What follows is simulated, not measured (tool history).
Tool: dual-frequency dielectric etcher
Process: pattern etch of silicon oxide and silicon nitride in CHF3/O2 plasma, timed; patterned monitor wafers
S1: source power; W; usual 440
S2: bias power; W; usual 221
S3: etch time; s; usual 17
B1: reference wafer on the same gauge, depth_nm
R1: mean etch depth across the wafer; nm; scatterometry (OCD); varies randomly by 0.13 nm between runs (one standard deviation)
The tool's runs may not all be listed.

| run | hour | S1 | S2 | S3 | B1 | R1 |
|---|---|---|---|---|---|---|
| 1 | 0 | 440 | 221 | 15 | 26.44 | 21.69 |
| 2 | 160.4 | 440 | 221 | 17 | 26.43 | 24.66 |
| 3 | 209.4 | 440 | 221 | 17 | 26.45 | 24.58 |
| 4 | 317.1 | 440 | 221 | 17 | 26.51 | 24.56 |
|  | 357.6 | wet clean of the chamber |
| 5 | 411.4 | 440 | 253 | 17 | 26.33 | 25.07 |
| 6 | 482.1 | 440 | 253 | 17 | 26.37 | 25.34 |
| 7 | 536.3 | 440 | 253 | 17 | 26.37 | 25.17 |
|  | 567.2 | source power generator calibrated |
| 8 | 593 | 440 | 190 | 17 | 26.44 | 23.76 |
| 9 | 700.4 | 440 | 190 | 17 | 26.4 | 24.02 |
| 10 | 801.1 | 440 | 190 | 17 | 26.36 | 23.88 |
|  | 862.6 | wet clean of the chamber |
| 11 | 863.1 | 440 | 221 | 17 | 26.41 | 24.6 |
| 12 | 897.2 | 440 | 221 | 17 | 26.45 | 24.53 |
|  | 951 | gauge calibrated |
| 13 | 953 | 370 | 252 | 18.5 | 26.4 | 25.55 |
| 14 | 1060.5 | 440 | 221 | 17 | 26.42 | 24.54 |
|  | 1123.4 | bias power generator calibrated |
|  | 1173.3 | upper electrode replaced |
| 15 | 1173.8 | 330 | 240 | 17 | 26.47 | 22.33 |
| 16 | 1249.1 | 530 | 221 | 14 | 26.47 | 21.62 |
| 17 | 1316.2 | 530 | 197 | 14 | 26.44 | 21.39 |
|  | 1360.6 | wet clean of the chamber |
| 18 | 1385.1 | 530 | 221 | 14 | 26.41 | 21.72 |
| 19 | 1441 | 440 | 221 | 17 | 26.39 | 24.46 |
| 20 | 1526 | 520 | 221 | 17 | 26.47 | 25.98 |
| 21 | 1572.2 | 530 | 272 | 17 | 26.37 | 27.48 |

Forecast run 22:
| 22 | 1635.2 | 380 | 221 | 17 | ? | ? |

B1: 26.46
R1: 23.19 nm
On a tool with no hidden condition, and with the same random variation, this run would have come out at R1 23.19 nm.
